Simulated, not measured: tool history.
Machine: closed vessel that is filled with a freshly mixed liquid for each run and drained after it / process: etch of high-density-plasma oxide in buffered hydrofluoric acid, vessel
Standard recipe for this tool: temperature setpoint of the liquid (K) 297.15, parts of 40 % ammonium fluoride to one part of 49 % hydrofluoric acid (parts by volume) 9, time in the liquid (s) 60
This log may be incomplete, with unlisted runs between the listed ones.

run,hour,temperature setpoint of the liquid (K),parts of 40 % ammonium fluoride to one part of 49 % hydrofluoric acid (parts by volume),time in the liquid (s),wafers since the last listed run,hours since the thermometer was replaced,hours since the hydrofluoric acid flow meter was replaced,hours since the gauge calibration,"read-back film thickness of the high-density-plasma oxide reference wafer, read on the same gauge (nm)",thickness taken off the high-density-plasma oxide on a monitor wafer (angstrom)
1,0,297.15,9,60,0,1855.6,257.7,100.4,30.01,859.3
2,65,297.15,9,60,4669,1920.6,322.7,165.4,30,870.6
3,104.8,297.15,9,60,2859,1960.4,362.5,205.2,30.01,866.3
4,158.7,297.15,9,60,3872,2014.3,416.4,259.1,30.04,861.3
5,229.2,297.15,9,60,5064,2084.8,486.9,329.6,29.98,865.2
6,257.8,297.15,9,60,2054,2113.4,515.5,358.2,30.02,854.2
7,312,297.15,9,60,3893,2167.6,569.7,412.4,29.99,859.4
8,360.5,295.15,9,60,3484,2216.1,618.2,460.9,30,776.1
# hour 405.3: hydrofluoric acid flow meter replaced
9,432.5,295.15,9,60,5100,2288.1,27.2,532.9,30.01,770.4
10,489.6,297.15,9,60,4101,2345.2,84.3,590,29.99,870.5
11,552.5,297.15,9,60,4518,2408.1,147.2,652.9,30.01,865
12,586.6,297.15,9,60,2449,2442.2,181.3,687,30,870.5
13,612.2,297.15,9,60,1839,2467.8,206.9,712.6,30.02,868.3
14,668.7,297.15,9,60,4058,2524.3,263.4,769.1,29.98,851.9
# hour 721: gauge calibrated
15,729,299.15,6.5,75,4331,2584.6,323.7,8,29.99,1677.1
16,777.7,300.15,9,60,3498,2633.3,372.4,56.7,29.97,1011.6
17,812.3,298.65,12.5,35,2485,2667.9,407,91.3,30.02,409.7
18,872.4,297.15,9,30,4317,2728,467.1,151.4,30,433.6
# hour 895.2: thermometer replaced
19,975.8,293.65,6.5,60,7356,80.6,570.5,254.8,29.98,991
20,1030.5,300.65,9,60,3929,135.3,625.2,309.5,29.99,1046.5
21,1094.3,301.15,10,60,4583,199.1,689,373.3,29.99,1011.7
22,1155.7,297.15,6,60,4410,260.5,750.4,434.7,30.01,1301.4
23,1207,295.15,5.5,40,3685,311.8,801.7,486,30,826.4
# hour 1209.6: hydrofluoric acid flow meter replaced
24,1264.8,300.15,12,90,4080,369.6,55.2,543.8,29.96,1190.7

4 options for the next run, each taken on its own from the tool as it stands now. Forecast them:
A,1265.5,301.65,9,60,50,370.3,55.9,544.5,?,?
B,1265.5,294.15,12,85,50,370.3,55.9,544.5,?,?
C,1265.5,294.15,9,85,50,370.3,55.9,544.5,?,?
D,1265.5,293.65,12,60,50,370.3,55.9,544.5,?,?

run,"read-back film thickness of the high-density-plasma oxide reference wafer, read on the same gauge (nm)",thickness taken off the high-density-plasma oxide on a monitor wafer (angstrom)
A,30.02,1102.8
B,30.02,814.8
C,30.02,1040.1
D,30.02,559.3
Take away the tool's hidden state, keep each run's random variation, and the runs would have read:
run,thickness taken off the high-density-plasma oxide on a monitor wafer (angstrom)
A,1102.8
B,814.8
C,1040.1
D,559.3
